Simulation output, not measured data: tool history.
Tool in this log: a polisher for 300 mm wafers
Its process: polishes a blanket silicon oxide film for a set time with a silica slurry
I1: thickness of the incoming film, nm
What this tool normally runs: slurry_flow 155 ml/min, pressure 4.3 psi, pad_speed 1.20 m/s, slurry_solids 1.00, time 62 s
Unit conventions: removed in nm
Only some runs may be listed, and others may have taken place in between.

{"run": 1, "hour": 0.0, "slurry_flow": 170, "pressure": 3.8, "pad_speed": 1.2, "slurry_solids": 1.0, "time": 62, "I1": 1194.6, "removed": 209.3}
{"run": 2, "hour": 36.6, "slurry_flow": 155, "pressure": 4.3, "pad_speed": 1.2, "slurry_solids": 1.0, "time": 62, "I1": 1197.2, "removed": 227.4}
{"run": 3, "hour": 100.3, "slurry_flow": 155, "pressure": 4.3, "pad_speed": 1.2, "slurry_solids": 1.0, "time": 62, "I1": 1213.4, "removed": 222.1}
{"hour": 107.6, "done": "slurry nozzle cleaned"}
{"run": 4, "hour": 154.7, "slurry_flow": 155, "pressure": 4.3, "pad_speed": 1.2, "slurry_solids": 1.0, "time": 62, "I1": 1218.5, "removed": 229.9}
{"hour": 188.7, "done": "conditioning disc replaced and pad reconditioned"}
{"run": 5, "hour": 213.6, "slurry_flow": 155, "pressure": 4.3, "pad_speed": 1.2, "slurry_solids": 1.0, "time": 52, "I1": 1227.0, "removed": 195.3}
{"hour": 222.9, "done": "worn pad replaced by a new one"}
{"run": 6, "hour": 285.2, "slurry_flow": 155, "pressure": 4.3, "pad_speed": 1.2, "slurry_solids": 1.0, "time": 62, "I1": 1228.7, "removed": 233.3}
{"hour": 314.2, "done": "slurry blender recalibrated"}
{"run": 7, "hour": 341.5, "slurry_flow": 155, "pressure": 4.3, "pad_speed": 1.2, "slurry_solids": 1.0, "time": 62, "I1": 1223.9, "removed": 229.2}
{"run": 8, "hour": 405.3, "slurry_flow": 155, "pressure": 4.3, "pad_speed": 1.2, "slurry_solids": 1.0, "time": 62, "I1": 1223.5, "removed": 224.0}
{"hour": 439.0, "done": "conditioning disc replaced and pad reconditioned"}
{"hour": 442.4, "done": "worn pad replaced by a new one"}
{"hour": 475.5, "done": "slurry nozzle cleaned"}
{"run": 9, "hour": 476.0, "slurry_flow": 155, "pressure": 5.2, "pad_speed": 1.2, "slurry_solids": 1.0, "time": 62, "I1": 1214.1, "removed": 280.2}
{"run": 10, "hour": 503.0, "slurry_flow": 155, "pressure": 4.3, "pad_speed": 1.2, "slurry_solids": 1.0, "time": 62, "I1": 1206.0, "removed": 235.8}
{"run": 11, "hour": 570.6, "slurry_flow": 155, "pressure": 4.3, "pad_speed": 1.2, "slurry_solids": 1.0, "time": 62, "I1": 1208.7, "removed": 231.7}
{"hour": 634.5, "done": "slurry blender recalibrated"}
{"hour": 674.7, "done": "worn pad replaced by a new one"}
{"hour": 703.3, "done": "conditioning disc replaced and pad reconditioned"}
{"run": 12, "hour": 719.3, "slurry_flow": 140, "pressure": 4.3, "pad_speed": 1.2, "slurry_solids": 1.0, "time": 62, "I1": 1211.8, "removed": 223.8}
{"run": 13, "hour": 780.1, "slurry_flow": 155, "pressure": 4.3, "pad_speed": 1.5, "slurry_solids": 1.0, "time": 62, "I1": 1196.0, "removed": 264.2}
{"run": 14, "hour": 807.9, "slurry_flow": 155, "pressure": 3.7, "pad_speed": 1.0, "slurry_solids": 1.0, "time": 62, "I1": 1223.3, "removed": 172.5}
{"run": 15, "hour": 874.8, "slurry_flow": 155, "pressure": 4.3, "pad_speed": 0.96, "slurry_solids": 1.0, "time": 62, "I1": 1216.1, "removed": 185.0}
{"hour": 911.1, "done": "head pressure recalibrated"}
{"run": 16, "hour": 914.5, "slurry_flow": 155, "pressure": 3.4, "pad_speed": 1.34, "slurry_solids": 1.3, "time": 62, "I1": 1209.7, "removed": 210.2}
{"hour": 926.7, "done": "slurry nozzle cleaned"}
{"hour": 939.8, "done": "worn pad replaced by a new one"}
{"hour": 974.9, "done": "conditioning disc replaced and pad reconditioned"}
{"run": 17, "hour": 977.5, "slurry_flow": 140, "pressure": 5.5, "pad_speed": 1.2, "slurry_solids": 0.75, "time": 49, "I1": 1217.9, "removed": 207.0}
{"hour": 993.8, "done": "slurry blender recalibrated"}
{"run": 18, "hour": 1008.6, "slurry_flow": 130, "pressure": 5.4, "pad_speed": 0.82, "slurry_solids": 1.0, "time": 48, "I1": 1228.1, "removed": 163.4}
{"run": 19, "hour": 1046.7, "slurry_flow": 155, "pressure": 4.3, "pad_speed": 1.2, "slurry_solids": 1.0, "time": 62, "I1": 1205.9, "removed": 231.1}

Expected results for the next run?
{"run": 20, "hour": 1081.6, "slurry_flow": 155, "pressure": 3.4, "pad_speed": 1.2, "slurry_solids": 1.0, "time": 62, "I1": 1217.6, "removed": "?"}

Run 20 produced removed 189.1 nm.
With the hidden condition absent and the run-to-run variation left alone, this run would have shown removed 194.2 nm.

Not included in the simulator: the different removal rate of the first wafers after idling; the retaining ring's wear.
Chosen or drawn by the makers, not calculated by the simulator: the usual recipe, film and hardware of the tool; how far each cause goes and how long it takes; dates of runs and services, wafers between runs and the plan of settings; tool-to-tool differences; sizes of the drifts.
